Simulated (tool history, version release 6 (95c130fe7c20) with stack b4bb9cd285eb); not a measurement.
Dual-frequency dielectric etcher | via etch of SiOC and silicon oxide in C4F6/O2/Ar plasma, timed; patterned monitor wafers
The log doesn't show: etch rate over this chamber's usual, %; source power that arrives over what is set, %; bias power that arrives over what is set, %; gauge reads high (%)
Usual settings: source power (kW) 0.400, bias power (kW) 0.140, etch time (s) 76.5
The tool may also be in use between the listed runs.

run	hour	source power (kW)	bias power (kW)	etch time (s)	wafers since the last listed run	hours since the last wet clean	hours since the last source power generator calibration	hours since the last bias power generator calibration	hours since the last upper electrode change	hours since the gauge calibration	read-back reference wafer on the same gauge, depth_nm	mean etch depth across the wafer (angstrom)
1	0.0	0.440	0.140	76.5	0	18.3	1812.4	2154.3	2486.2	829.6	78.8	997
2	83.1	0.440	0.140	76.5	1236	101.4	1895.5	2237.4	2569.3	912.7	78.9	988
3	138.6	0.400	0.118	76.5	825	156.9	1951.0	2292.9	2624.8	968.2	79.0	925
4	191.3	0.400	0.118	76.5	784	209.6	2003.7	2345.6	2677.5	1020.9	78.9	913
5	251.3	0.400	0.140	58.5	892	269.6	2063.7	2405.6	2737.5	1080.9	78.9	726
6	329.7	0.400	0.140	58.5	1166	348.0	2142.1	2484.0	2815.9	1159.3	78.9	731
7	436.4	0.400	0.140	58.5	1587	454.7	2248.8	2590.7	2922.6	1266.0	78.8	741
# hour 469.4: wet clean of the chamber
# hour 516.1: gauge calibrated
8	525.7	0.400	0.140	76.5	971	56.3	2338.1	2680.0	3011.9	9.6	79.0	991
9	599.4	0.400	0.140	76.5	1096	130.0	2411.8	2753.7	3085.6	83.3	79.0	991
# hour 667.7: wet clean of the chamber, repeated, since the last time left the tool worse
10	695.6	0.490	0.171	76.5	1074	27.9	2508.0	2849.9	3181.8	179.5	79.0	1100
# hour 726.8: source power generator calibrated
# hour 728.5: bias power generator calibrated
# hour 803.8: upper electrode replaced
11	804.3	0.400	0.114	57.0	1175	136.6	77.5	75.8	0.5	288.2	78.9	677
12	902.0	0.360	0.109	94.5	1453	234.3	175.2	173.5	98.2	385.9	78.8	1056
13	942.3	0.330	0.152	61.0	599	274.6	215.5	213.8	138.5	426.2	78.8	677
14	1040.4	0.400	0.140	76.5	1459	372.7	313.6	311.9	236.6	524.3	78.8	959
15	1106.8	0.330	0.165	86.5	987	439.1	380.0	378.3	303.0	590.7	79.0	992
# hour 1133.4: wet clean of the chamber
16	1165.2	0.400	0.140	76.5	511	31.8	438.4	436.7	361.4	649.1	79.0	930
17	1248.5	0.400	0.159	76.5	1239	115.1	521.7	520.0	444.7	732.4	78.8	967
18	1306.0	0.400	0.163	76.5	855	172.6	579.2	577.5	502.2	789.9	78.8	957

Forecast each of these 5 alternatives for the next run:
A	1306.4	0.400	0.140	54.5	5	173.0	579.6	577.9	502.6	790.3	?	?
B	1306.4	0.340	0.153	76.5	5	173.0	579.6	577.9	502.6	790.3	?	?
C	1306.4	0.340	0.110	91.0	5	173.0	579.6	577.9	502.6	790.3	?	?
D	1306.4	0.460	0.126	67.0	5	173.0	579.6	577.9	502.6	790.3	?	?
E	1306.4	0.400	0.157	96.5	5	173.0	579.6	577.9	502.6	790.3	?	?

run	read-back reference wafer on the same gauge, depth_nm	mean etch depth across the wafer (angstrom)
A	78.9	667
B	78.9	861
C	78.9	966
D	78.9	873
E	78.9	1207
Without the tool's hidden state the same runs would have given:
run	mean etch depth across the wafer (angstrom)
A	663
B	855
C	959
D	867
E	1199
